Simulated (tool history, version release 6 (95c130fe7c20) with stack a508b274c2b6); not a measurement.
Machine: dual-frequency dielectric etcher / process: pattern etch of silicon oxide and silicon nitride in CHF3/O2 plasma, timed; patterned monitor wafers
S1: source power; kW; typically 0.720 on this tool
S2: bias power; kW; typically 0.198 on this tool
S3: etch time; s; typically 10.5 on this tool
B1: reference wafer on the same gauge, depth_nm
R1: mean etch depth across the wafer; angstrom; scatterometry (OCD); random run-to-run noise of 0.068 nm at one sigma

| run | hour | S1 | S2 | S3 | B1 | R1 |
|---|---|---|---|---|---|---|
| 1 | 0.0 | 0.720 | 0.198 | 10.5 | 22.69 | 189.8 |
| 2 | 63.9 | 0.720 | 0.198 | 10.5 | 22.69 | 189.9 |
|  | 91.3 | wet clean of the chamber |
| 3 | 122.6 | 0.720 | 0.198 | 10.5 | 22.74 | 191.1 |
| 4 | 188.7 | 0.610 | 0.210 | 10.5 | 22.67 | 182.0 |
| 5 | 236.3 | 0.720 | 0.198 | 12.5 | 22.71 | 227.0 |
| 6 | 295.8 | 0.720 | 0.198 | 9.0 | 22.66 | 163.8 |
| 7 | 349.4 | 0.720 | 0.198 | 9.0 | 22.70 | 163.0 |
| 8 | 418.5 | 0.720 | 0.198 | 9.0 | 22.71 | 163.7 |
| 9 | 477.8 | 0.720 | 0.198 | 10.5 | 22.69 | 191.0 |
| 10 | 513.8 | 0.720 | 0.198 | 10.5 | 22.69 | 190.4 |
|  | 543.4 | wet clean of the chamber |
| 11 | 551.7 | 0.720 | 0.198 | 10.5 | 22.75 | 190.1 |
|  | 565.6 | bias power generator calibrated |
| 12 | 592.0 | 0.720 | 0.198 | 10.5 | 22.68 | 189.9 |
| 13 | 657.1 | 0.720 | 0.198 | 10.5 | 22.71 | 190.1 |
| 14 | 688.5 | 0.770 | 0.170 | 13.5 | 22.70 | 242.2 |
| 15 | 714.6 | 0.600 | 0.198 | 9.5 | 22.71 | 162.2 |
| 16 | 743.2 | 0.720 | 0.198 | 10.5 | 22.72 | 190.7 |
|  | 827.2 | upper electrode replaced |
| 17 | 827.7 | 0.660 | 0.158 | 7.5 | 22.74 | 125.6 |
| 18 | 858.9 | 0.860 | 0.198 | 10.5 | 22.73 | 202.9 |
| 19 | 921.5 | 0.800 | 0.198 | 8.0 | 22.71 | 150.4 |
|  | 980.6 | gauge calibrated |
|  | 1031.4 | wet clean of the chamber |
|  | 1044.1 | source power generator calibrated |
| 20 | 1110.2 | 0.810 | 0.239 | 8.0 | 22.68 | 158.1 |
| 21 | 1179.7 | 0.610 | 0.165 | 11.5 | 22.71 | 190.3 |
| 22 | 1204.1 | 0.830 | 0.232 | 10.5 | 22.70 | 206.2 |
| 23 | 1263.4 | 0.890 | 0.198 | 10.5 | 22.72 | 203.4 |
| 24 | 1321.5 | 0.720 | 0.198 | 10.5 | 22.75 | 190.0 |
|  | 1478.1 | wet clean of the chamber |
| 25 | 1478.6 | 0.840 | 0.180 | 9.0 | 22.70 | 169.5 |
| 26 | 1505.6 | 0.720 | 0.198 | 10.5 | 22.66 | 190.5 |
| 27 | 1570.8 | 0.720 | 0.198 | 8.0 | 22.68 | 145.6 |
| 28 | 1625.7 | 0.580 | 0.175 | 10.5 | 22.70 | 172.7 |
| 29 | 1652.5 | 0.560 | 0.198 | 10.5 | 22.72 | 175.2 |

Expected results for the next run?
| 30 | 1701.7 | 0.720 | 0.169 | 8.5 | ? | ? |

{"run 30": {"B1": 22.72, "R1": 149.5}}
If the tool had no hidden condition, the same run with the same run-to-run variation would have returned R1 149.5 angstrom.
